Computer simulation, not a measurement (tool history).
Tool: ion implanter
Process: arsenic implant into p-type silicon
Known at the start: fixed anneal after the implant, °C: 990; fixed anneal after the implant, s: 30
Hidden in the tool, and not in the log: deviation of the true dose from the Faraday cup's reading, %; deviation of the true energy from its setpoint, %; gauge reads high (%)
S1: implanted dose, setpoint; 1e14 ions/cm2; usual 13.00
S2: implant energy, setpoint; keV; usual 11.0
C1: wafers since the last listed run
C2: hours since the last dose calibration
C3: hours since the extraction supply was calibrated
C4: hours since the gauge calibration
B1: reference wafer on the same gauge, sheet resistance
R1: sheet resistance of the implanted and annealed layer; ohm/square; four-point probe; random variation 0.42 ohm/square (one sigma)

run 1 day=0.000 | S1=13.00 S2=11.0 | C1=0 C2=1826.5 C3=4883.5 C4=50.6 | B1=125.96 | R1=139.31
run 2 day=0.571 | S1=13.00 S2=11.0 | C1=300 C2=1840.2 C3=4897.2 C4=64.3 | B1=126.14 | R1=138.95
run 3 day=1.054 | S1=13.00 S2=10.0 | C1=254 C2=1851.8 C3=4908.8 C4=75.9 | B1=125.99 | R1=141.42
run 4 day=1.417 | S1=13.00 S2=10.0 | C1=190 C2=1860.5 C3=4917.5 C4=84.6 | B1=126.05 | R1=141.83
run 5 day=2.054 | S1=13.00 S2=10.0 | C1=335 C2=1875.8 C3=4932.8 C4=99.9 | B1=126.04 | R1=141.32
run 6 day=2.412 | S1=13.00 S2=11.0 | C1=188 C2=1884.4 C3=4941.4 C4=108.5 | B1=126.22 | R1=139.50
run 7 day=2.938 | S1=13.00 S2=11.0 | C1=275 C2=1897.0 C3=4954.0 C4=121.1 | B1=125.93 | R1=139.27
run 8 day=3.296 | S1=13.00 S2=11.0 | C1=188 C2=1905.6 C3=4962.6 C4=129.7 | B1=126.05 | R1=139.39
-- day=3.604 gauge calibrated
run 9 day=3.771 | S1=13.00 S2=11.0 | C1=249 C2=1917.0 C3=4974.0 C4=4.0 | B1=126.01 | R1=139.61
run 10 day=4.317 | S1=13.00 S2=11.0 | C1=286 C2=1930.1 C3=4987.1 C4=17.1 | B1=125.94 | R1=139.51
run 11 day=4.592 | S1=15.64 S2=9.5 | C1=144 C2=1936.7 C3=4993.7 C4=23.7 | B1=126.05 | R1=135.69
-- day=5.067 Faraday cup replaced and dose calibrated
-- day=5.354 extraction supply calibrated
run 12 day=5.375 | S1=13.00 S2=10.0 | C1=85 C2=7.4 C3=0.5 C4=42.5 | B1=126.03 | R1=141.69
run 13 day=5.671 | S1=9.11 S2=8.5 | C1=155 C2=14.5 C3=7.6 C4=49.6 | B1=125.99 | R1=164.56
run 14 day=6.329 | S1=10.41 S2=7.5 | C1=346 C2=30.3 C3=23.4 C4=65.4 | B1=126.03 | R1=159.30
run 15 day=6.971 | S1=15.32 S2=11.0 | C1=337 C2=45.7 C3=38.8 C4=80.8 | B1=126.02 | R1=133.12
run 16 day=7.671 | S1=13.00 S2=11.0 | C1=367 C2=62.5 C3=55.6 C4=97.6 | B1=125.99 | R1=139.85
run 17 day=7.938 | S1=11.89 S2=10.0 | C1=140 C2=68.9 C3=62.0 C4=104.0 | B1=125.96 | R1=146.07
run 18 day=8.496 | S1=14.91 S2=8.5 | C1=293 C2=82.3 C3=75.4 C4=117.4 | B1=126.00 | R1=140.29
-- day=9.262 gauge calibrated
run 19 day=9.450 | S1=9.73 S2=7.0 | C1=501 C2=105.2 C3=98.3 C4=4.5 | B1=125.97 | R1=164.94
run 20 day=9.779 | S1=16.24 S2=8.0 | C1=173 C2=113.1 C3=106.2 C4=12.4 | B1=126.04 | R1=138.77
run 21 day=10.079 | S1=11.68 S2=7.5 | C1=157 C2=120.3 C3=113.4 C4=19.6 | B1=125.95 | R1=153.22

4 ways to go on from here, each from the tool as it stands after run 21. What would each give?
run A day=10.096 | S1=13.00 S2=11.0 | C1=8 C2=120.7 C3=113.8 C4=20.0 | B1=? | R1=?
run B day=10.096 | S1=13.00 S2=12.5 | C1=8 C2=120.7 C3=113.8 C4=20.0 | B1=? | R1=?
run C day=10.096 | S1=11.26 S2=8.0 | C1=8 C2=120.7 C3=113.8 C4=20.0 | B1=? | R1=?
run D day=10.096 | S1=10.07 S2=8.0 | C1=8 C2=120.7 C3=113.8 C4=20.0 | B1=? | R1=?

run=A B1=126.28 R1=139.11
run=B B1=126.28 R1=135.70
run=C B1=126.28 R1=153.31
run=D B1=126.28 R1=159.62
Without the tool's hidden state the same runs would have given:
run=A R1=139.11
run=B R1=135.70
run=C R1=153.31
run=D R1=159.62

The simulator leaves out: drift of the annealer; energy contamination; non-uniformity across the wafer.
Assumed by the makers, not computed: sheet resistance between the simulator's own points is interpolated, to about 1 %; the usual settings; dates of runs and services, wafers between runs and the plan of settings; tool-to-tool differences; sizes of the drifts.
